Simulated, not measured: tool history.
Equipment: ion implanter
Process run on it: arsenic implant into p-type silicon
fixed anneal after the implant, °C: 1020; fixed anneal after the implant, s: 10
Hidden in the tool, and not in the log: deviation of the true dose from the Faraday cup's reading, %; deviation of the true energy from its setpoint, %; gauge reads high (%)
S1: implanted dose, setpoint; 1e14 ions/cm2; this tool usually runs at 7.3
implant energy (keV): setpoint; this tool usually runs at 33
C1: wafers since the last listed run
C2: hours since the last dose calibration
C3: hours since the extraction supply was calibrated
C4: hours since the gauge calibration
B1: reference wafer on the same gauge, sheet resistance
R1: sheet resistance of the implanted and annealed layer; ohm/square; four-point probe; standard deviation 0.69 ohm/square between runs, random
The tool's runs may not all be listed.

Run 1, hour 0: usual settings; C1 0; C2 19.4; C3 2486; C4 53; B1 163.91. Result: R1 155.7 ohm/square.
At hour 30.2: extraction supply calibrated.
Run 2, hour 47.3: usual settings; C1 716; C2 66.7; C3 17.1; C4 100.3; B1 164.2. Result: R1 156.4 ohm/square.
Run 3, hour 168.9: usual settings; C1 2218; C2 188.3; C3 138.7; C4 221.9; B1 164.38. Result: R1 156.48 ohm/square.
Run 4, hour 259.2: usual settings; C1 1647; C2 278.6; C3 229; C4 312.2; B1 163.7. Result: R1 156.35 ohm/square.
Run 5, hour 334.2: usual settings; C1 1368; C2 353.6; C3 304; C4 387.2; B1 163.92. Result: R1 157.83 ohm/square.
Run 6, hour 434.7: usual settings; C1 1833; C2 454.1; C3 404.5; C4 487.7; B1 164.04. Result: R1 156.7 ohm/square.
Run 7, hour 538.7: usual settings; C1 1897; C2 558.1; C3 508.5; C4 591.7; B1 163.73. Result: R1 156.3 ohm/square.
Run 8, hour 613.3: usual settings; C1 1360; C2 632.7; C3 583.1; C4 666.3; B1 164.15. Result: R1 157.92 ohm/square.
Run 9, hour 654.1: usual settings; C1 744; C2 673.5; C3 623.9; C4 707.1; B1 164.08. Result: R1 159.44 ohm/square.
At hour 764.9: Faraday cup replaced and dose calibrated.
Run 10, hour 765.4: usual settings; C1 1884; C2 0.5; C3 735.2; C4 818.4; B1 164.4. Result: R1 157.44 ohm/square.
Run 11, hour 815: usual settings; C1 904; C2 50.1; C3 784.8; C4 868; B1 164.1. Result: R1 157.72 ohm/square.
Run 12, hour 918.4: usual settings but S1 6.37 1e14 ions/cm2; C1 1886; C2 153.5; C3 888.2; C4 971.4; B1 163.86. Result: R1 173.5 ohm/square.
Run 13, hour 994.8: usual settings; C1 1393; C2 229.9; C3 964.6; C4 1047.8; B1 164.38. Result: R1 157.42 ohm/square.
Run 14, hour 1061.4: usual settings; C1 1214; C2 296.5; C3 1031.2; C4 1114.4; B1 164.23. Result: R1 155.76 ohm/square.
Run 15, hour 1153.4: usual settings but S1 9.45 1e14 ions/cm2, implant energy (keV) 43.5; C1 1678; C2 388.5; C3 1123.2; C4 1206.4; B1 164.16. Result: R1 124.11 ohm/square.
Run 16, hour 1198.7: usual settings but S1 9.45 1e14 ions/cm2; C1 826; C2 433.8; C3 1168.5; C4 1251.7; B1 163.82. Result: R1 132.16 ohm/square.
Run 17, hour 1429: usual settings; C1 4201; C2 664.1; C3 1398.8; C4 1482; B1 164.16. Result: R1 158.69 ohm/square.
Run 18, hour 1467.8: usual settings; C1 707; C2 702.9; C3 1437.6; C4 1520.8; B1 163.67. Result: R1 159.44 ohm/square.
At hour 1514.5: Faraday cup replaced and dose calibrated.
Run 19, hour 1634.7: usual settings but S1 5.2 1e14 ions/cm2, implant energy (keV) 27; C1 2898; C2 120.2; C3 1604.5; C4 1687.7; B1 164.34. Result: R1 208.36 ohm/square.
Run 20, hour 1740.9: usual settings but S1 6.12 1e14 ions/cm2, implant energy (keV) 26.5; C1 1937; C2 226.4; C3 1710.7; C4 1793.9; B1 164.27. Result: R1 185.51 ohm/square.
Run 21, hour 1804.7: usual settings but S1 8.67 1e14 ions/cm2; C1 1163; C2 290.2; C3 1774.5; C4 1857.7; B1 163.97. Result: R1 138.74 ohm/square.
Run 22, hour 1872.5: usual settings but S1 9.11 1e14 ions/cm2, implant energy (keV) 26; C1 1236; C2 358; C3 1842.3; C4 1925.5; B1 164.07. Result: R1 143.26 ohm/square.
Run 23, hour 1919.1: usual settings but S1 5.72 1e14 ions/cm2, implant energy (keV) 38; C1 850; C2 404.6; C3 1888.9; C4 1972.1; B1 163.91. Result: R1 184.76 ohm/square.
Run 24, hour 1955.4: usual settings but S1 8.32 1e14 ions/cm2, implant energy (keV) 30; C1 662; C2 440.9; C3 1925.2; C4 2008.4; B1 164.37. Result: R1 147.34 ohm/square.
Run 25, hour 2044: usual settings but S1 5.2 1e14 ions/cm2, implant energy (keV) 44; C1 1616; C2 529.5; C3 2013.8; C4 2097; B1 164.08. Result: R1 193.91 ohm/square.
At hour 2048.9: gauge calibrated.
Run 26, hour 2117.1: usual settings but S1 8.4 1e14 ions/cm2, implant energy (keV) 39; C1 1333; C2 602.6; C3 2086.9; C4 68.2; B1 163.97. Result: R1 138.81 ohm/square.
Run 27, hour 2222.7: usual settings but S1 8.21 1e14 ions/cm2, implant energy (keV) 37.5; C1 1926; C2 708.2; C3 2192.5; C4 173.8; B1 164.15. Result: R1 142.73 ohm/square.
At hour 2241.3: extraction supply calibrated.
Run 28, hour 2311.7: usual settings but S1 9.4 1e14 ions/cm2, implant energy (keV) 42.5; C1 1477; C2 797.2; C3 70.4; C4 262.8; B1 164.15. Result: R1 127.03 ohm/square.
At hour 2332: Faraday cup replaced and dose calibrated.
Run 29, hour 2416.3: usual settings but S1 9.34 1e14 ions/cm2; C1 1762; C2 84.3; C3 175; C4 367.4; B1 164.17. Result: R1 132.62 ohm/square.
Run 30, hour 2504: usual settings but S1 8.4 1e14 ions/cm2, implant energy (keV) 39; C1 1599; C2 172; C3 262.7; C4 455.1; B1 163.88. Result: R1 137.51 ohm/square.
Run 31, hour 2585.8: usual settings; C1 1492; C2 253.8; C3 344.5; C4 536.9; B1 163.97. Result: R1 157.44 ohm/square.
Run 32, hour 2649.2: usual settings but S1 8.55 1e14 ions/cm2, implant energy (keV) 27.5; C1 1156; C2 317.2; C3 407.9; C4 600.3; B1 164.08. Result: R1 145.84 ohm/square.
Run 33, hour 2746.1: usual settings but implant energy (keV) 28; C1 1767; C2 414.1; C3 504.8; C4 697.2; B1 163.91. Result: R1 162.93 ohm/square.
Run 34, hour 2795.4: usual settings but S1 5.72 1e14 ions/cm2, implant energy (keV) 38; C1 899; C2 463.4; C3 554.1; C4 746.5; B1 164.04. Result: R1 184.48 ohm/square.
Run 35, hour 3101.8: usual settings but S1 5.19 1e14 ions/cm2; C1 5589; C2 769.8; C3 860.5; C4 1052.9; B1 164.06. Result: R1 207.52 ohm/square.
Run 36, hour 3157.2: usual settings; C1 1010; C2 825.2; C3 915.9; C4 1108.3; B1 163.83. Result: R1 161.02 ohm/square.
At hour 3183.1: Faraday cup replaced and dose calibrated.
Run 37, hour 3261.7: usual settings but S1 8.36 1e14 ions/cm2, implant energy (keV) 42.5; C1 1760; C2 78.6; C3 1020.4; C4 1212.8; B1 163.87. Result: R1 135.05 ohm/square.

What differs in the tool's unlogged condition from the final listed run ahead of each entry between runs to the first listed run following it?
From run 1 to run 2: extraction supply calibrated (hour 30.2)
  deviation of the true dose from the Faraday cup's reading, %: 0.182 -> 0.163
  measured minus no-state result, R1: -0.2 -> -0.19 ohm/square
From run 9 to run 10: Faraday cup replaced and dose calibrated (hour 764.9)
  deviation of the true dose from the Faraday cup's reading, %: -1.86 -> -0.18
  measured minus no-state result, R1: +2.15 -> +0.21 ohm/square
From run 18 to run 19: Faraday cup replaced and dose calibrated (hour 1514.5)
  deviation of the true dose from the Faraday cup's reading, %: -2.41 -> 0.0447
  measured minus no-state result, R1: +2.79 -> -0.07 ohm/square
From run 25 to run 26: gauge calibrated (hour 2048.9)
  deviation of the true dose from the Faraday cup's reading, %: -1.15 -> -1.53
  measured minus no-state result, R1: +1.72 -> +1.51 ohm/square
From run 27 to run 28: extraction supply calibrated (hour 2241.3)
  deviation of the true dose from the Faraday cup's reading, %: -2.15 -> -2.76
  measured minus no-state result, R1: +2.2 -> +2.42 ohm/square
From run 28 to run 29: Faraday cup replaced and dose calibrated (hour 2332)
  deviation of the true dose from the Faraday cup's reading, %: -2.76 -> -0.176
  measured minus no-state result, R1: +2.42 -> +0.15 ohm/square
From run 36 to run 37: Faraday cup replaced and dose calibrated (hour 3183.1)
  deviation of the true dose from the Faraday cup's reading, %: -3.21 -> -0.336
  measured minus no-state result, R1: +3.77 -> +0.33 ohm/square
